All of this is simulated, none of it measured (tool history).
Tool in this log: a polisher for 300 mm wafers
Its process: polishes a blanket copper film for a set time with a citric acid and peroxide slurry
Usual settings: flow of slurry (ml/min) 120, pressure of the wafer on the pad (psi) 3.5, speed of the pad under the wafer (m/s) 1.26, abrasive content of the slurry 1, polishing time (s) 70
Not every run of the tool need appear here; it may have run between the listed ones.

run    hour  flow of slurry (ml/min)  pressure of the wafer on the pad (psi)  speed of the pad under the wafer (m/s)  abrasive content of the slurry  polishing time (s)  wafers since the last listed run  wafers polished on this pad  hours since the slurry nozzle was cleaned  hours since the head pressure was calibrated  hours since the slurry blender was calibrated  incoming thickness of the incoming film, nm  film removed (Å)
  1       0                      120                                     2.9                                    1.26                               1                  70                                 0                         5706                                      762.8                                          59.3                                          157.7                                       1020.4              1597
       54.5  -- worn pad replaced by a new one
       55.9  -- slurry nozzle cleaned
  2    71.9                      120                                     2.9                                    1.26                               1                  70                               702                          172                                         16                                         131.2                                          229.6                                        996.1              1551
  3     153                      120                                     3.5                                    1.26                               1                  70                               851                         1023                                       97.1                                         212.3                                          310.7                                       1009.1              1805
      419.6  -- slurry blender recalibrated
  4   472.5                      120                                     3.5                                    1.26                               1                  70                              3333                         4356                                      416.6                                         531.8                                           52.9                                         1014              1838
      532.5  -- head pressure recalibrated
  5   539.3                      120                                     3.5                                    1.26                               1                  70                               680                         5037                                      483.4                                           6.8                                          119.7                                       1020.9              1831
  6   645.6                      120                                     3.5                                     1.6                               1                  70                              1115                         6153                                      589.7                                         113.1                                            226                                       1004.8              2283
      708.5  -- worn pad replaced by a new one
  7   727.5                      120                                       4                                    1.26                               1                  70                               817                          199                                      671.6                                           195                                          307.9                                       1010.5              2003
  8     779                      120                                     3.5                                    1.26                               1                  70                               540                          740                                      723.1                                         246.5                                          359.4                                       1010.9              1783
      827.2  -- slurry nozzle cleaned
  9     873                      120                                     3.5                                    1.26                               1                  70                               976                         1716                                       45.8                                         340.5                                          453.4                                        993.2              1763
 10   924.4                      120                                     3.5                                    1.26                               1                  70                               539                         2256                                       97.2                                         391.9                                          504.8                                       1008.3              1765
 11  1019.1                      135                                     3.5                                     1.5                            0.85                  70                               994                         3250                                      191.9                                         486.6                                          599.5                                       1007.9              1874
 12  1064.4                      150                                     3.5                                    0.86                               1                  60                               475                         3725                                      237.2                                         531.9                                          644.8                                       1002.7              1005
       1109  -- slurry blender recalibrated
 13    1111                      120                                     3.5                                     1.5                               1                  70                               468                         4193                                      283.8                                         578.5                                              2                                         1027              2122
     1123.6  -- head pressure recalibrated
 14  1267.9                      120                                     3.5                                    1.26                               1                  84                              1626                         5820                                      440.7                                         144.3                                          158.9                                        989.7              2192
     1297.9  -- worn pad replaced by a new one
 15  1334.7                      110                                     4.1                                    1.52                               1                  61                               659                          385                                      507.5                                         211.1                                          225.7                                       1006.2              2125
 16    1426                      120                                     3.5                                    1.26                               1                  70                               958                         1344                                      598.8                                         302.4                                            317                                       1013.6              1807
 17  1474.9                      155                                     2.7                                    1.26                               1                  89                               513                         1857                                      647.7                                         351.3                                          365.9                                       1004.9              1885
     1526.4  -- slurry nozzle cleaned
 18    1579                      120                                     3.5                                    1.26                               1                  70                              1082                         2939                                       52.6                                         455.4                                            470                                       1021.5              1685
 19  1669.4                       85                                       3                                    1.26                            0.75                  70                               948                         3888                                        143                                         545.8                                          560.4                                       1011.8              1219
 20  1732.5                      120                                     3.5                                    1.26                               1                  70                               662                         4551                                      206.1                                         608.9                                          623.5                                       1012.4              1588
     1747.4  -- head pressure recalibrated
 21  1780.7                       90                                     3.1                                    1.02                               1                  70                               484                         5036                                      254.3                                          33.3                                          671.7                                        996.3              1113
     1826.7  -- slurry blender recalibrated
 22  1849.4                      120                                     3.5                                    1.42                               1                  70                               700                         5736                                        323                                           102                                           22.7                                         1011              2000
     1913.7  -- worn pad replaced by a new one
 23  1933.2                      120                                     4.3                                    1.26                               1                  70                               837                          204                                      406.8                                         185.8                                          106.5                                       1004.9              2208
 24  1999.9                      120                                     3.5                                    1.26                               1                  79                               700                          904                                      473.5                                         252.5                                          173.2                                        999.3              2083
 25  2057.6                       85                                     3.5                                    1.54                            0.75                  70                               605                         1510                                      531.2                                         310.2                                          230.9                                       1021.3              1842
 26  2135.1                      105                                     4.4                                    1.26                             1.2                  70                               813                         2323                                      608.7                                         387.7                                          308.4                                       1022.5              2214
     2225.9  -- slurry nozzle cleaned
 27  2239.1                      120                                     3.5                                    1.26                               1                  70                              1081                         3404                                       13.2                                         491.7                                          412.4                                       1020.2              1731
 28    2319                      120                                     3.5                                     1.1                               1                  70                               838                         4243                                       93.1                                         571.6                                          492.3                                       1012.1              1455
 29  2402.3                      155                                     3.5                                    1.26                             0.9                  70                               874                         5118                                      176.4                                         654.9                                          575.6                                       1013.8              1635

Some steps in film removed (Å), run to run, broken into two amounts with sign: the step expected even without the hidden condition (settings, incoming material, random variation), and the rest, left for the hidden condition together with whatever gauge scatter is not in both the measured and the hidden-condition-free result:
The hidden state here: removal rate lost through wear of the pad, %; slurry flow missing at the pad, %; deviation of the head's pressure from its setpoint, %; abrasive missing from the slurry, %.
Run 12 -> 13: flow of slurry (ml/min) 150 -> 120, speed of the pad under the wafer (m/s) 0.86 -> 1.5, polishing time (s) 60 -> 70, slurry blender recalibrated. film removed (Å) +1117: hidden state +139, all else +978.
Run 21 -> 22: flow of slurry (ml/min) 90 -> 120, pressure of the wafer on the pad (psi) 3.1 -> 3.5, speed of the pad under the wafer (m/s) 1.02 -> 1.42, slurry blender recalibrated. film removed (Å) +887: hidden state +169, all else +718.
